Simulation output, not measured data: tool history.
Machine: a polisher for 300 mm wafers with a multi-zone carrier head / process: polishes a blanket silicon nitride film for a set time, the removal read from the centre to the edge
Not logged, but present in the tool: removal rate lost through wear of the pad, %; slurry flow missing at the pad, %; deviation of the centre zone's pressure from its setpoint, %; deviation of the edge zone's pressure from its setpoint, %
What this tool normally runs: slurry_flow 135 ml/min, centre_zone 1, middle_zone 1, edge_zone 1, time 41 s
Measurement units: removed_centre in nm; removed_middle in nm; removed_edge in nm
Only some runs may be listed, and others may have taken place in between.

run	hour	slurry_flow	centre_zone	middle_zone	edge_zone	time	wafers since the last listed run	wafers polished on this pad	hours since the slurry nozzle was cleaned	hours since the centre zone pressure was calibrated	hours since the edge zone pressure was calibrated	hours since the carrier head's membrane was replaced	incoming thickness of the incoming film, nm	removed_centre	removed_middle	removed_edge
1	0	135	1	1.08	1	41	0	189	649.6	14.8	658.4	774.7	922.7	59.9	58.4	57.7
2	8.7	135	1	1.08	1	41	78	267	658.3	23.5	667.1	783.4	908.4	58.5	57.8	58.2
3	24.6	135	1	1	1	41	143	410	674.2	39.4	683	799.3	918.7	57.6	54.5	57.7
# hour 26.7: slurry nozzle cleaned
4	32.9	135	1	1	1	41	65	476	6.2	47.7	691.3	807.6	925.3	58.3	54.9	56.4
5	46.7	110	0.96	0.94	1	34	124	600	20	61.5	705.1	821.4	923	40.8	41.8	43.8
# hour 52.5: worn pad replaced by a new one
6	54.3	135	1	1	0.94	41	32	16	27.6	69.1	712.7	829	919.9	60.3	57.3	57.9
7	66.3	135	1	1	1	41	108	124	39.6	81.1	724.7	841	905.6	59	57.1	58.4
8	78	135	0.93	1	0.93	41	105	229	51.3	92.8	736.4	852.7	923	55.3	56.5	56.8
9	84.4	135	1	1	1	41	57	287	57.7	99.2	742.8	859.1	919.6	58.9	55.7	58.1
# hour 97: edge zone pressure recalibrated
10	102.2	135	1	1.08	1	41	142	429	75.5	117	5.2	876.9	913	59.4	59.1	58.5
11	114	135	1	1.05	1	41	106	536	87.3	128.8	17	888.7	926	57.8	57.1	57.2
12	128.4	105	1	1	1	41	129	665	101.7	143.2	31.4	903.1	923.7	51.9	50.6	52.7
# hour 140.8: worn pad replaced by a new one
13	142.1	135	0.94	1	1	41	87	11	115.4	156.9	45.1	916.8	939.1	57.6	57.2	58.9
14	148.2	95	1	0.9	0.91	41	54	66	121.5	163	51.2	922.9	921	53.6	48.7	52.7
# hour 154.4: carrier head's membrane replaced by a new one
15	156.2	135	1	1	1.08	41	27	93	129.5	171	59.2	1.8	918.7	59.1	57.4	61.5
16	168.3	135	1	1	1	41	109	202	141.6	183.1	71.3	13.9	918.6	59.9	57.5	57.9
17	182.3	135	0.94	1.07	1	33	126	329	155.6	197.1	85.3	27.9	911.5	45.1	46.5	46.5
18	195.8	135	0.88	0.93	1	41	121	450	169.1	210.6	98.8	41.4	923.6	50.6	54.1	57
19	211.5	180	1	1	1	41	141	592	184.8	226.3	114.5	57.1	920	61	56.7	58
20	227.1	110	0.96	0.94	1	34	140	732	200.4	241.9	130.1	72.7	927	41.5	40.3	42.4
# hour 234.4: worn pad replaced by a new one
21	240	135	1	0.91	0.92	41	80	50	213.3	254.8	143	85.6	928.3	61.4	55.6	55.7
22	246.6	155	1	1	1	41	59	110	219.9	261.4	149.6	92.2	928	64.7	59.5	61

Same runs, no hidden state in the tool, same run-to-run variation:
run	removed_centre	removed_middle	removed_edge
1	60.7	59.3	58.6
2	59.6	59.1	59.4
3	59.6	56.5	59.8
4	60.9	57.5	59.1
5	43.6	44.8	46.9
6	60.4	57.5	58.1
7	59.1	57.5	58.7
8	55.7	57.1	57.5
9	59.6	56.6	59
10	61.1	61.1	60.5
11	60.3	60	60.1
12	55.5	54.5	56.7
13	57.5	57.5	59.2
14	53.5	49	53
15	59.1	57.9	62
16	60.2	58.3	58.7
17	45.8	47.7	47.7
18	52.1	56.4	59.4
19	64.2	60.6	61.9
20	45	44.4	46.7
21	60.5	55.8	55.9
22	63.8	59.7	61.3

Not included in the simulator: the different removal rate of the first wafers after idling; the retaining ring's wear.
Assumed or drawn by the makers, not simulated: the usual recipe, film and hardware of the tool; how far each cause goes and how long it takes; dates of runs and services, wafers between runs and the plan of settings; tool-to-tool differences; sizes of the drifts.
